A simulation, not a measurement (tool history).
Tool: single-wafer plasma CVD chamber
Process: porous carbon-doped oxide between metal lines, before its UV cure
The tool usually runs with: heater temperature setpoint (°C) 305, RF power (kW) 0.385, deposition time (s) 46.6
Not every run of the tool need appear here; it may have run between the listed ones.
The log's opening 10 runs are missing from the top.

run	hour	heater temperature setpoint (°C)	RF power (kW)	deposition time (s)	read-back reference wafer on the same gauge, thickness_nm	mean film thickness on the monitor wafer (nm)
# hour 809.1: gauge calibrated
11	858.9	305	0.335	46.6	239.093	196.354
12	898.2	305	0.335	46.6	239.088	197.526
# hour 917.9: thermocouple changed; heater temperature recalibrated
13	961.5	300	0.385	46.6	239.177	207.747
14	1016.6	300	0.385	46.6	238.632	208.366
15	1073.9	305	0.385	46.6	239.538	203.345
16	1146.8	305	0.385	46.6	239.284	201.986
17	1231.8	305	0.335	46.6	238.885	193.424
18	1305.9	305	0.385	50.6	239.094	221.886
19	1349.8	305	0.385	39.4	238.887	173.104
20	1428.2	305	0.45	46.6	238.669	216.894
21	1508.2	291	0.385	46.6	238.974	221.097
22	1598	305	0.46	46.6	238.837	218.58
# hour 1700.9: showerhead replaced
23	1701.4	313	0.415	44.1	239.121	189.542
24	1778.4	305	0.385	54.6	238.99	237.173
25	1834.5	298	0.45	52.4	238.766	251.919
26	1922.1	305	0.35	46.6	238.843	194.823
# hour 1967.6: RF generator calibrated
27	2024.1	305	0.385	46.6	239.222	207.747
28	2078.5	297	0.425	38.7	239.171	189.022
29	2123.4	298	0.43	54.1	238.772	260.719
30	2177.8	291	0.385	37.9	239.07	185.2
31	2227.7	297	0.385	46.6	239.009	218.632
32	2267.4	305	0.385	39.4	239.122	176.269
33	2335.4	305	0.385	41.4	239.39	184.804

Alternative continuations, all from the tool just after run 33; predict every row:
A	2335.8	305	0.385	37.5	?	?
B	2335.8	320	0.33	43.7	?	?
C	2335.8	314	0.44	55.5	?	?

run	read-back reference wafer on the same gauge, thickness_nm	mean film thickness on the monitor wafer (nm)
A	238.876	167.882
B	238.876	168.814
C	238.876	246.924
Take away the tool's hidden state, keep each run's random variation, and the runs would have read:
run	mean film thickness on the monitor wafer (nm)
A	163.336
B	164.654
C	240.612

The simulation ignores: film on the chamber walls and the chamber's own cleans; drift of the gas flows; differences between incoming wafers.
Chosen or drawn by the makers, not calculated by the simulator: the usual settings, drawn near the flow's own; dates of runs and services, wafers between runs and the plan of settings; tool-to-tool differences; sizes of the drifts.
